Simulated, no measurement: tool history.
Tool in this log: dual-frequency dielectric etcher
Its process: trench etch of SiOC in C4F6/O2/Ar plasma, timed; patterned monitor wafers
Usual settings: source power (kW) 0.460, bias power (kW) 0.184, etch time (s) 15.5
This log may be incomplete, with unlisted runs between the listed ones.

run	day	source power (kW)	bias power (kW)	etch time (s)	read-back reference wafer on the same gauge, depth_nm	mean etch depth across the wafer (angstrom)
1	0.000	0.370	0.195	15.5	28.52	311.3
2	2.083	0.370	0.195	15.5	28.47	316.0
3	4.979	0.460	0.184	15.5	28.51	328.6
4	8.367	0.460	0.184	15.5	28.51	330.6
5	12.100	0.460	0.184	15.5	28.50	334.0
6	14.896	0.460	0.184	15.5	28.53	334.0
7	18.167	0.460	0.184	15.5	28.51	337.4
8	22.479	0.460	0.184	15.5	28.50	341.6
9	27.538	0.460	0.184	15.5	28.51	332.8
10	31.196	0.460	0.184	15.5	28.49	335.9
11	32.888	0.460	0.184	15.5	28.51	337.1
12	37.275	0.460	0.184	15.5	28.50	337.3
13	41.342	0.460	0.184	15.5	28.48	340.3
14	43.496	0.570	0.184	15.5	28.48	369.1
15	56.475	0.380	0.158	15.5	28.54	303.1
16	58.746	0.520	0.184	13.5	28.50	305.8
17	70.021	0.510	0.184	13.5	28.48	297.4
18	72.796	0.510	0.184	15.5	28.50	342.6
19	75.083	0.460	0.144	17.5	28.48	356.9
20	77.392	0.460	0.211	13.0	28.49	287.3
21	80.088	0.350	0.219	18.0	28.54	362.4
22	82.042	0.400	0.184	17.0	28.47	346.6
23	84.321	0.460	0.225	14.0	28.50	313.5

The log once held 8 entries between its listed runs, left out of this copy. Where does each go, and what is different about the tool's unlogged condition between the listed run before it and the listed run after it?
Runs 2 to 3: wet clean of the chamber (day 4.283)
  etch rate over this chamber's usual, %: 2.02 -> 0.0511; source power that arrives over what is set, %: 0.562 -> 0.679
  the result without the hidden state subtracted from the measured one, mean etch depth across the wafer (angstrom): +6.9 -> +1.0
Runs 8 to 9: wet clean of the chamber (day 27.517)
  etch rate over this chamber's usual, %: 2.56 -> 0.275; source power that arrives over what is set, %: 1.59 -> 1.92
  the result without the hidden state subtracted from the measured one, mean etch depth across the wafer (angstrom): +10.5 -> +3.3
Runs 9 to 10: bias power generator calibrated (day 29.600)
  etch rate over this chamber's usual, %: 0.275 -> 0.801; source power that arrives over what is set, %: 1.92 -> 2.18
  the result without the hidden state subtracted from the measured one, mean etch depth across the wafer (angstrom): +3.3 -> +5.3
Runs 11 to 12: upper electrode replaced (day 34.025)
  etch rate over this chamber's usual, %: 1.04 -> 1.67; source power that arrives over what is set, %: 2.31 -> 2.65
  the result without the hidden state subtracted from the measured one, mean etch depth across the wafer (angstrom): +6.4 -> +8.8
Runs 14 to 15: wet clean of the chamber (day 49.946); source power generator calibrated (day 50.450); gauge calibrated (day 55.421)
  etch rate over this chamber's usual, %: 2.57 -> 1.22; source power that arrives over what is set, %: 3.17 -> 0.42
  the result without the hidden state subtracted from the measured one, mean etch depth across the wafer (angstrom): +13.4 -> +4.1
Runs 16 to 17: wet clean of the chamber (day 69.450)
  etch rate over this chamber's usual, %: 1.55 -> -0.748; source power that arrives over what is set, %: 0.44 -> 0.625
  the result without the hidden state subtracted from the measured one, mean etch depth across the wafer (angstrom): +5.2 -> -1.5
